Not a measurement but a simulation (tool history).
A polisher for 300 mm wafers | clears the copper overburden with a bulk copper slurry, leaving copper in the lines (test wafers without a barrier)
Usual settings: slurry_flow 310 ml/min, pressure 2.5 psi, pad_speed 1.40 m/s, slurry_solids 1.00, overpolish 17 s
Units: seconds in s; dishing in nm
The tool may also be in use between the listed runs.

run,hour,slurry_flow,pressure,pad_speed,slurry_solids,overpolish,"incoming thickness of the incoming film, nm",seconds,dishing
1,0.0,310,2.5,1.40,1.00,14,794.1,67.1,67.9
2,75.5,310,2.5,1.40,1.00,14,775.0,67.0,66.6
3,145.9,310,2.5,1.40,1.00,14,792.2,67.6,67.0
4,201.0,310,1.9,1.40,1.00,17,784.4,88.1,65.0
# hour 242.0: head pressure recalibrated
5,287.5,310,2.5,1.40,1.00,24,782.3,70.5,82.7
# hour 295.8: slurry nozzle cleaned
# hour 337.3: worn pad replaced by a new one
# hour 372.3: slurry blender recalibrated
6,384.0,310,3.1,1.40,1.00,24,789.8,56.3,88.6
7,451.9,310,3.1,1.40,1.00,24,789.9,54.9,89.4
8,518.9,310,2.0,1.52,1.00,17,792.4,76.8,68.2
9,577.4,310,2.0,1.52,1.00,17,791.6,77.7,67.3
10,671.6,310,2.0,1.52,1.00,17,787.4,77.7,66.4
# hour 743.6: worn pad replaced by a new one, of another model than before
# hour 773.8: head pressure recalibrated
11,779.4,310,2.5,1.40,1.00,17,780.2,65.5,74.5
# hour 784.6: slurry nozzle cleaned
# hour 828.3: slurry blender recalibrated
12,886.1,310,2.0,1.52,1.00,17,789.2,72.2,72.9
13,948.6,310,2.5,1.40,1.10,14,780.2,65.5,68.7
# hour 1142.2: worn pad replaced by a new one
# hour 1217.9: slurry blender recalibrated
# hour 1245.8: head pressure recalibrated
14,1257.7,360,3.1,1.40,1.00,17,782.5,58.9,80.0
# hour 1293.0: slurry nozzle cleaned
15,1353.1,310,2.5,1.40,1.00,17,804.0,70.2,72.9
16,1429.5,310,2.0,1.52,1.00,17,793.4,75.8,70.1

Forecast run 17:
# hour 1529.4: worn pad replaced by a new one
# hour 1594.0: slurry blender recalibrated
17,1643.8,310,2.5,1.76,0.85,17,785.9,?,?

Run 17 gave seconds 57.3 s, dishing 76.9 nm.
Without the tool's hidden state the same run would have given seconds 56.9 s, dishing 77.1 nm.
